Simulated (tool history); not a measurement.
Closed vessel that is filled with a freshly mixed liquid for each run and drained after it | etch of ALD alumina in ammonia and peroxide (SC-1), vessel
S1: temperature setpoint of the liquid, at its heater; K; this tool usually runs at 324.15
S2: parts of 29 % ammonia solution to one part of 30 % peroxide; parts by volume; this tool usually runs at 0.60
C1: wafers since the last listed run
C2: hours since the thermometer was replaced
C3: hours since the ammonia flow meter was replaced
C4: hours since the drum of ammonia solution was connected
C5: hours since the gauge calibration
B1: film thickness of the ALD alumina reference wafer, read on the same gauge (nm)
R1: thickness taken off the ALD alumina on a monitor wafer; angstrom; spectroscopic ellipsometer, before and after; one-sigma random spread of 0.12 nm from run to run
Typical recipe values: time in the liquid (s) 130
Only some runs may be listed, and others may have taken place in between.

run 1 hour=0.0 | S1=324.15 S2=0.60 time_in_the_liquid_(s)=170 | C1=0 C2=512.6 C3=1464.1 C4=351.0 C5=355.6 | B1=100.01 | R1=153.7
run 2 hour=26.2 | S1=324.15 S2=0.60 time_in_the_liquid_(s)=130 | C1=1610 C2=538.8 C3=1490.3 C4=377.2 C5=381.8 | B1=100.00 | R1=117.5
run 3 hour=89.3 | S1=324.15 S2=0.60 time_in_the_liquid_(s)=130 | C1=3878 C2=601.9 C3=1553.4 C4=440.3 C5=444.9 | B1=100.01 | R1=115.8
-- hour=105.2 thermometer replaced
run 4 hour=118.9 | S1=324.15 S2=0.60 time_in_the_liquid_(s)=130 | C1=1757 C2=13.7 C3=1583.0 C4=469.9 C5=474.5 | B1=100.02 | R1=112.1
run 5 hour=178.1 | S1=324.15 S2=0.60 time_in_the_liquid_(s)=130 | C1=3638 C2=72.9 C3=1642.2 C4=529.1 C5=533.7 | B1=99.99 | R1=108.2
run 6 hour=226.6 | S1=324.15 S2=0.60 time_in_the_liquid_(s)=130 | C1=2980 C2=121.4 C3=1690.7 C4=577.6 C5=582.2 | B1=100.02 | R1=106.5
run 7 hour=259.8 | S1=324.15 S2=0.65 time_in_the_liquid_(s)=130 | C1=2040 C2=154.6 C3=1723.9 C4=610.8 C5=615.4 | B1=100.00 | R1=109.3
-- hour=309.0 thermometer replaced, repeated, since the last time left the tool worse
run 8 hour=330.1 | S1=324.15 S2=0.65 time_in_the_liquid_(s)=130 | C1=4259 C2=21.1 C3=1794.2 C4=681.1 C5=685.7 | B1=100.01 | R1=127.0
run 9 hour=389.1 | S1=324.15 S2=0.45 time_in_the_liquid_(s)=130 | C1=3626 C2=80.1 C3=1853.2 C4=740.1 C5=744.7 | B1=99.99 | R1=119.5
run 10 hour=441.6 | S1=324.15 S2=0.45 time_in_the_liquid_(s)=130 | C1=3226 C2=132.6 C3=1905.7 C4=792.6 C5=797.2 | B1=99.99 | R1=119.6
run 11 hour=496.0 | S1=320.65 S2=0.60 time_in_the_liquid_(s)=130 | C1=3343 C2=187.0 C3=1960.1 C4=847.0 C5=851.6 | B1=100.01 | R1=100.6
run 12 hour=622.6 | S1=315.15 S2=0.85 time_in_the_liquid_(s)=130 | C1=7781 C2=313.6 C3=2086.7 C4=973.6 C5=978.2 | B1=99.99 | R1=73.8
run 13 hour=662.9 | S1=314.65 S2=0.40 time_in_the_liquid_(s)=165 | C1=2476 C2=353.9 C3=2127.0 C4=1013.9 C5=1018.5 | B1=99.99 | R1=84.6
run 14 hour=723.7 | S1=324.15 S2=0.40 time_in_the_liquid_(s)=130 | C1=3736 C2=414.7 C3=2187.8 C4=1074.7 C5=1079.3 | B1=99.98 | R1=113.4
run 15 hour=759.9 | S1=324.15 S2=0.60 time_in_the_liquid_(s)=130 | C1=2224 C2=450.9 C3=2224.0 C4=1110.9 C5=1115.5 | B1=100.00 | R1=117.0
run 16 hour=786.0 | S1=324.15 S2=0.60 time_in_the_liquid_(s)=130 | C1=1604 C2=477.0 C3=2250.1 C4=1137.0 C5=1141.6 | B1=100.00 | R1=119.1
-- hour=799.8 ammonia flow meter replaced
run 17 hour=821.3 | S1=324.15 S2=0.60 time_in_the_liquid_(s)=175 | C1=2108 C2=512.3 C3=21.5 C4=1172.3 C5=1176.9 | B1=100.01 | R1=157.7
run 18 hour=854.4 | S1=324.15 S2=0.35 time_in_the_liquid_(s)=90 | C1=2034 C2=545.4 C3=54.6 C4=1205.4 C5=1210.0 | B1=100.02 | R1=76.9
run 19 hour=895.0 | S1=324.15 S2=0.60 time_in_the_liquid_(s)=175 | C1=2495 C2=586.0 C3=95.2 C4=1246.0 C5=1250.6 | B1=100.03 | R1=157.7
-- hour=906.5 gauge calibrated
-- hour=920.4 new drum of ammonia solution connected
run 20 hour=954.6 | S1=324.15 S2=0.60 time_in_the_liquid_(s)=130 | C1=3601 C2=645.6 C3=154.8 C4=34.2 C5=48.1 | B1=100.00 | R1=115.8
run 21 hour=991.4 | S1=315.15 S2=0.40 time_in_the_liquid_(s)=130 | C1=2261 C2=682.4 C3=191.6 C4=71.0 C5=84.9 | B1=100.00 | R1=65.0
-- hour=1034.7 thermometer replaced
run 22 hour=1059.1 | S1=326.65 S2=0.60 time_in_the_liquid_(s)=130 | C1=4099 C2=24.4 C3=259.3 C4=138.7 C5=152.6 | B1=99.99 | R1=144.2
run 23 hour=1103.2 | S1=324.15 S2=0.30 time_in_the_liquid_(s)=130 | C1=2710 C2=68.5 C3=303.4 C4=182.8 C5=196.7 | B1=100.00 | R1=116.5
run 24 hour=1132.7 | S1=320.15 S2=0.40 time_in_the_liquid_(s)=130 | C1=1813 C2=98.0 C3=332.9 C4=212.3 C5=226.2 | B1=99.98 | R1=96.4
run 25 hour=1175.1 | S1=324.15 S2=0.30 time_in_the_liquid_(s)=195 | C1=2605 C2=140.4 C3=375.3 C4=254.7 C5=268.6 | B1=99.96 | R1=173.8
run 26 hour=1214.7 | S1=324.15 S2=0.60 time_in_the_liquid_(s)=130 | C1=2433 C2=180.0 C3=414.9 C4=294.3 C5=308.2 | B1=99.99 | R1=125.2
run 27 hour=1250.3 | S1=314.65 S2=0.85 time_in_the_liquid_(s)=130 | C1=2188 C2=215.6 C3=450.5 C4=329.9 C5=343.8 | B1=100.00 | R1=72.5
run 28 hour=1295.0 | S1=324.15 S2=0.60 time_in_the_liquid_(s)=130 | C1=2747 C2=260.3 C3=495.2 C4=374.6 C5=388.5 | B1=99.99 | R1=121.1
run 29 hour=1365.1 | S1=330.65 S2=0.85 time_in_the_liquid_(s)=175 | C1=4308 C2=330.4 C3=565.3 C4=444.7 C5=458.6 | B1=100.00 | R1=236.7

What if the next run were any one of these 4? Each begins from the tool's condition after run 29:
run A hour=1365.8 | S1=324.15 S2=0.60 time_in_the_liquid_(s)=130 | C1=43 C2=331.1 C3=566.0 C4=445.4 C5=459.3 | B1=? | R1=?
run B hour=1365.8 | S1=329.15 S2=0.60 time_in_the_liquid_(s)=80 | C1=43 C2=331.1 C3=566.0 C4=445.4 C5=459.3 | B1=? | R1=?
run C hour=1365.8 | S1=330.65 S2=0.75 time_in_the_liquid_(s)=175 | C1=43 C2=331.1 C3=566.0 C4=445.4 C5=459.3 | B1=? | R1=?
run D hour=1365.8 | S1=324.15 S2=0.60 time_in_the_liquid_(s)=80 | C1=43 C2=331.1 C3=566.0 C4=445.4 C5=459.3 | B1=? | R1=?

run=A B1=100.01 R1=117.9
run=B B1=100.01 R1=95.0
run=C B1=100.01 R1=229.8
run=D B1=100.01 R1=72.5
With the hidden condition removed and each run's random variation left untouched, the same runs would have given:
run=A R1=124.1
run=B R1=99.9
run=C R1=241.4
run=D R1=76.4

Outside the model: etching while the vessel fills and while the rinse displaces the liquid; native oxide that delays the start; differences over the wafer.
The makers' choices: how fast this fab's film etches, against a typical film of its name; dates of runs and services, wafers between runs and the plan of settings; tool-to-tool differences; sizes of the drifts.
